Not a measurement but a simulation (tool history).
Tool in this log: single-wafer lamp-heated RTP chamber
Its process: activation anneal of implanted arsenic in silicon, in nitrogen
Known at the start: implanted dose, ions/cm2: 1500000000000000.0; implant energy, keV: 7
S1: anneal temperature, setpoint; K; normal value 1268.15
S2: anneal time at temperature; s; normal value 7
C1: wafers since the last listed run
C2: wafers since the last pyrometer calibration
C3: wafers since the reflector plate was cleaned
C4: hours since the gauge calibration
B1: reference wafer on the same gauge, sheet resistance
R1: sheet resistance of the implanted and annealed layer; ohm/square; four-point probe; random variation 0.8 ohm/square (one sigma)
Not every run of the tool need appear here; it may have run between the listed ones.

run 1 hour=0.0 | S1=1252.15 S2=7 | C1=0 C2=2755 C3=8764 C4=354.2 | B1=190.92 | R1=188.62
run 2 hour=25.7 | S1=1268.15 S2=7 | C1=590 C2=3345 C3=9355 C4=379.9 | B1=190.62 | R1=172.89
run 3 hour=61.4 | S1=1268.15 S2=7 | C1=820 C2=4165 C3=10175 C4=415.6 | B1=190.93 | R1=174.14
run 4 hour=102.3 | S1=1268.15 S2=7 | C1=939 C2=5105 C3=11114 C4=456.5 | B1=190.85 | R1=174.07
-- hour=144.8 reflector plate cleaned
run 5 hour=158.5 | S1=1268.15 S2=7 | C1=1107 C2=6212 C3=314 C4=512.7 | B1=190.88 | R1=175.37
run 6 hour=214.4 | S1=1260.15 S2=7 | C1=1283 C2=7496 C3=1598 C4=568.6 | B1=191.13 | R1=181.73
-- hour=250.0 pyrometer window cleaned and pyrometer calibrated
run 7 hour=285.2 | S1=1260.15 S2=7 | C1=1442 C2=807 C3=3040 C4=639.4 | B1=190.78 | R1=180.24
run 8 hour=337.3 | S1=1268.15 S2=4 | C1=1196 C2=2004 C3=4237 C4=691.5 | B1=191.24 | R1=190.91
run 9 hour=367.7 | S1=1268.15 S2=4 | C1=698 C2=2702 C3=4935 C4=721.9 | B1=191.12 | R1=188.33
run 10 hour=422.2 | S1=1268.15 S2=7 | C1=1251 C2=3954 C3=6187 C4=776.4 | B1=191.12 | R1=174.09
run 11 hour=479.9 | S1=1268.15 S2=10 | C1=1325 C2=5279 C3=7513 C4=834.1 | B1=191.12 | R1=163.49
run 12 hour=530.9 | S1=1257.15 S2=7 | C1=1171 C2=6451 C3=8684 C4=885.1 | B1=190.62 | R1=184.49
-- hour=597.6 gauge calibrated
run 13 hour=598.1 | S1=1282.15 S2=3 | C1=1543 C2=7994 C3=10228 C4=0.5 | B1=190.78 | R1=184.41
-- hour=636.9 pyrometer window cleaned and pyrometer calibrated
run 14 hour=637.4 | S1=1259.15 S2=11 | C1=718 C2=11 C3=10947 C4=39.8 | B1=190.62 | R1=168.86
-- hour=672.1 reflector plate cleaned
run 15 hour=701.1 | S1=1253.15 S2=9 | C1=1279 C2=1291 C3=664 C4=103.5 | B1=190.91 | R1=180.50
run 16 hour=755.5 | S1=1246.15 S2=3 | C1=1249 C2=2540 C3=1914 C4=157.9 | B1=190.88 | R1=211.67
run 17 hour=784.1 | S1=1251.15 S2=9 | C1=656 C2=3197 C3=2571 C4=186.5 | B1=190.96 | R1=182.75
run 18 hour=848.3 | S1=1285.15 S2=9 | C1=1474 C2=4672 C3=4046 C4=250.7 | B1=190.86 | R1=149.82
run 19 hour=901.8 | S1=1253.15 S2=9 | C1=1228 C2=5901 C3=5274 C4=304.2 | B1=191.25 | R1=182.47

3 options for the next run, each taken on its own from the tool as it stands now. Forecast them:
run A hour=902.2 | S1=1277.15 S2=7 | C1=9 C2=5910 C3=5284 C4=304.6 | B1=? | R1=?
run B hour=902.2 | S1=1277.15 S2=10 | C1=9 C2=5910 C3=5284 C4=304.6 | B1=? | R1=?
run C hour=902.2 | S1=1250.15 S2=4 | C1=9 C2=5910 C3=5284 C4=304.6 | B1=? | R1=?

run=A B1=190.87 R1=165.07
run=B B1=190.87 R1=153.68
run=C B1=190.87 R1=203.06
Had the tool no hidden state, the same runs would have come out as:
run=A R1=165.07
run=B R1=153.68
run=C R1=203.06
